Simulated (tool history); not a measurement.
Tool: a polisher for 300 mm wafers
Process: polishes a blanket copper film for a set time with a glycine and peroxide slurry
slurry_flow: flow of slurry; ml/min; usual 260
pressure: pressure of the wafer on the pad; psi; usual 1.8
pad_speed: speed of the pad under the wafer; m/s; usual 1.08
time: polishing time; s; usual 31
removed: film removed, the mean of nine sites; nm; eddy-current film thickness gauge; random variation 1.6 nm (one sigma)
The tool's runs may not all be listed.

run,hour,slurry_flow,pressure,pad_speed,time,wafers since the last listed run,wafers polished on this pad,hours since the slurry nozzle was cleaned,hours since the head pressure was calibrated,"incoming thickness of the incoming film, nm",removed
1,0.0,260,1.8,1.08,31,0,1043,629.9,290.9,1904.4,129.3
# hour 2.4: worn pad replaced by a new one
2,14.6,260,1.8,1.08,31,235,235,644.5,305.5,1895.7,125.1
3,25.7,260,1.8,1.08,31,215,450,655.6,316.6,1911.6,128.3
4,42.1,260,1.8,1.08,31,317,768,672.0,333.0,1913.1,129.2
5,59.3,260,1.8,1.08,31,333,1101,689.2,350.2,1896.0,129.0
# hour 73.5: worn pad replaced by a new one
6,74.1,260,1.8,1.08,31,209,10,704.0,365.0,1893.1,127.6
7,85.3,260,1.8,1.08,31,217,227,715.2,376.2,1879.1,130.1
8,96.7,260,1.8,1.08,31,220,448,726.6,387.6,1890.3,128.9
# hour 107.5: head pressure recalibrated
9,112.8,260,1.8,1.08,31,273,721,742.7,5.3,1909.4,120.5
10,127.2,260,1.8,1.08,31,279,1000,757.1,19.7,1867.4,119.4
11,133.8,260,1.8,1.08,31,127,1128,763.7,26.3,1886.5,119.0
12,140.5,260,1.8,1.08,31,129,1258,770.4,33.0,1874.7,119.5
# hour 146.1: worn pad replaced by a new one
13,151.5,260,1.8,1.08,31,135,104,781.4,44.0,1926.6,120.2
14,168.1,260,1.8,1.08,31,321,425,798.0,60.6,1877.1,122.4
# hour 180.9: slurry nozzle cleaned
15,181.4,260,2.0,1.34,31,238,664,0.5,73.9,1925.6,158.6
16,198.1,260,1.2,1.08,31,323,987,17.2,90.6,1893.6,90.6
17,212.9,335,1.5,0.84,35,286,1274,32.0,105.4,1900.7,103.4
# hour 218.6: worn pad replaced by a new one
18,223.7,190,1.4,1.32,31,131,98,42.8,116.2,1890.9,115.2
19,232.6,260,1.8,1.08,31,172,271,51.7,125.1,1876.2,122.9
20,240.7,260,1.8,1.08,31,156,428,59.8,133.2,1896.7,122.4
21,248.5,200,2.3,1.08,31,151,579,67.6,141.0,1894.2,147.4
22,259.4,260,1.8,0.88,27,211,790,78.5,151.9,1888.6,91.9
23,273.8,325,2.4,1.08,31,279,1069,92.9,166.3,1914.3,158.5
# hour 286.5: worn pad replaced by a new one
24,289.7,260,2.0,1.34,31,230,62,108.8,182.2,1876.1,166.7
25,302.6,260,1.8,0.90,26,249,312,121.7,195.1,1856.6,90.6
26,313.1,235,1.8,1.08,31,203,515,132.2,205.6,1865.4,125.9
27,326.2,260,1.8,1.08,20,253,769,145.3,218.7,1891.6,81.5

Forecast each of these 3 alternatives for the next run:
A,326.6,260,1.8,1.08,31,7,777,145.7,219.1,1878.7,?
B,326.6,260,1.4,1.08,31,7,777,145.7,219.1,1878.7,?
C,326.6,260,1.8,0.76,40,7,777,145.7,219.1,1878.7,?

run,removed
A,122.4
B,101.1
C,121.3
Without the tool's hidden state the same runs would have given:
run,removed
A,113.8
B,94.4
C,113.5
